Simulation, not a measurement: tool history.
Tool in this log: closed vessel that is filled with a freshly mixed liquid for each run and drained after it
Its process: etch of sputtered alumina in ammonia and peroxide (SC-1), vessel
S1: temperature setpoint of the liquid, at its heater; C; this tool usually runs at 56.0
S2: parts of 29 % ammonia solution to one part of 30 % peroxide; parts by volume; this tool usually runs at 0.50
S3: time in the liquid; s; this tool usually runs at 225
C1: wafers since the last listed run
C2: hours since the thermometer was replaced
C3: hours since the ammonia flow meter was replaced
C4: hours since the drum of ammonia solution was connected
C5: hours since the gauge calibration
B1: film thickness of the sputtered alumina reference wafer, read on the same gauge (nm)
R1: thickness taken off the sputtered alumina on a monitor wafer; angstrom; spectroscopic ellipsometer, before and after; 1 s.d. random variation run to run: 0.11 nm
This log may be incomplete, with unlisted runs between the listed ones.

run   hour    S1    S2   S3    C1      C2     C3     C4     C5     B1     R1
  1    0.0  56.0  0.50  225     0  1567.9  651.7  104.0   92.2  80.00  133.1
  2   13.1  56.0  0.50  225   907  1581.0  664.8  117.1  105.3  80.01  133.1
  3   26.0  56.0  0.50  225   893  1593.9  677.7  130.0  118.2  79.98  135.4
  4   52.1  51.5  0.50  225  1807  1620.0  703.8  156.1  144.3  80.00  104.0
  5   85.0  56.0  0.40  225  2277  1652.9  736.7  189.0  177.2  80.04  131.8
  6  115.8  56.0  0.40  225  2132  1683.7  767.5  219.8  208.0  80.01  131.0
  7  145.5  58.0  0.50  225  2056  1713.4  797.2  249.5  237.7  80.00  145.3
     166.9  -- thermometer replaced
  8  170.3  58.0  0.50  225  1647     3.4  822.0  274.3  262.5  80.01  166.8
     184.9  -- ammonia flow meter replaced
  9  198.4  58.0  0.50  225  1876    31.5   13.5  302.4  290.6  80.03  161.6
     203.5  -- gauge calibrated
 10  223.6  56.0  0.60  225  1744    56.7   38.7  327.6   20.1  80.01  152.5
 11  255.1  61.5  0.70  335  2180    88.2   70.2  359.1   51.6  79.96  300.8
 12  278.2  56.0  0.50  225  1599   111.3   93.3  382.2   74.7  80.01  147.3
     294.5  -- new drum of ammonia solution connected
 13  313.5  48.0  0.70  320  2374   146.6  128.6   19.0  110.0  79.98  139.4
 14  339.2  56.0  0.50  225  1779   172.3  154.3   44.7  135.7  80.00  145.7
 15  362.4  51.0  0.30  225  1606   195.5  177.5   67.9  158.9  79.99  105.1
 16  385.9  59.0  0.60  225  1627   219.0  201.0   91.4  182.4  80.00  171.5
 17  406.8  48.5  0.75  170  1447   239.9  221.9  112.3  203.3  80.00   76.8
 18  424.4  56.0  0.50  270  1218   257.5  239.5  129.9  220.9  79.99  174.1
 19  448.3  56.0  0.50  225  1654   281.4  263.4  153.8  244.8  80.00  144.6
 20  465.5  50.0  0.65  120  1190   298.6  280.6  171.0  262.0  79.98   57.5

Predict each of these 3 candidate next runs independently; none follows another, all start after run 20:
  A  466.2  56.0  0.50  225  48  299.3  281.3  171.7  262.7   ?   ?
  B  466.2  56.0  0.30  225  48  299.3  281.3  171.7  262.7   ?   ?
  C  466.2  48.5  0.30  225  48  299.3  281.3  171.7  262.7   ?   ?

run     B1     R1
  A  79.96  144.8
  B  79.96  138.0
  C  79.96   91.8
Without the tool's hidden state the same runs would have given:
run     R1
  A  148.5
  B  141.5
  C   94.2

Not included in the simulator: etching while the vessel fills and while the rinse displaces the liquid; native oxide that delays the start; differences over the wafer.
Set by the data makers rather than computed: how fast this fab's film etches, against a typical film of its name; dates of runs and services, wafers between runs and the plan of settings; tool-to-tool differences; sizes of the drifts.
